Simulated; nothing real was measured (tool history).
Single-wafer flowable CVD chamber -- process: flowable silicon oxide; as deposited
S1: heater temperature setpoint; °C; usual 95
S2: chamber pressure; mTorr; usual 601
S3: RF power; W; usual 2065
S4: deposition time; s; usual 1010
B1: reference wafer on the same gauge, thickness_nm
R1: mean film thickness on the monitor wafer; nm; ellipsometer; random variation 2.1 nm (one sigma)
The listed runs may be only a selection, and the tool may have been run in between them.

run   hour   S1   S2    S3    S4       B1       R1
  1    0.0   95  601  2065  1010  523.638  462.251
  2   22.6   95  601  2065  1010  523.381  458.995
  3   44.4   95  601  2065  1010  522.571  461.184
  4   58.9   95  601  2065  1010  522.448  461.223
      60.2  -- gauge calibrated
  5   86.0   95  601  2230  1110  534.146  524.202
  6  119.4  103  601  2065  1010  530.995  367.804
  7  146.2  103  601  2065  1010  529.370  369.076
  8  180.1  103  601  2065  1010  528.674  369.506
  9  205.7   95  601  2065  1010  528.202  463.880
 10  234.3   95  601  2065  1010  527.625  464.544
 11  284.4   95  601  2065  1010  526.651  461.666
     310.5  -- showerhead replaced
     312.1  -- RF generator calibrated
 12  317.4   95  601  2065  1010  526.036  465.483
 13  330.3   95  601  2065  1010  525.010  464.730
 14  347.1   95  601  2065  1120  526.076  510.969
 15  362.6   95  601  2065  1010  526.178  463.653
 16  396.2  103  738  2205  1010  525.519  454.379
     420.1  -- capacitance manometer re-zeroed and calibrated
 17  420.6   95  601  2065  1070  525.462  489.062
 18  434.5  105  531  2335  1010  525.194  309.248
 19  463.0  102  601  2065  1010  525.277  376.083
     488.2  -- thermocouple changed; heater temperature recalibrated
 20  494.9   95  601  2065  1010  524.522  461.922
     513.5  -- gauge calibrated
 21  514.7   95  601  2295  1010  532.837  474.324
 22  546.6   83  707  2065  1010  530.669  764.758
 23  569.1   95  601  2065  1010  530.391  466.737
 24  582.5   95  601  2335   860  529.401  399.879
 25  601.1   95  601  2065  1010  528.280  462.908
 26  614.1   95  471  1780  1010  527.142  363.704
 27  637.3  104  729  2475   810  525.816  355.963
 28  661.7  104  601  1705  1010  526.047  349.150
 29  675.4   95  525  2065  1100  526.111  441.216

Selected run-to-run steps in R1, each split into two signed amounts: the part the tool would show with no hidden state at all (from settings, incoming material and random variation), and the remainder, which goes to the hidden state together with any gauge scatter not common to the measured and the hidden-state-free results:
Hidden conditions of the tool in this case: wafer temperature above the value expected at the setpoint (K); delivered RF power above the setpoint (%); true pressure above the setpoint (%); gauge reads high (%).
Run 4 -> 5: S3 2065 -> 2230, S4 1010 -> 1110, gauge calibrated. R1 +62.979 nm: hidden state +8.705, all else +54.274.
Run 20 -> 21: S3 2065 -> 2295, gauge calibrated. R1 +12.402 nm: hidden state +6.869, all else +5.533.
Run 21 -> 22: S1 95 -> 83, S2 601 -> 707, S3 2295 -> 2065. R1 +290.434 nm: hidden state -2.961, all else +293.395.
Run 22 -> 23: S1 83 -> 95, S2 707 -> 601. R1 -298.021 nm: hidden state +0.280, all else -298.301.
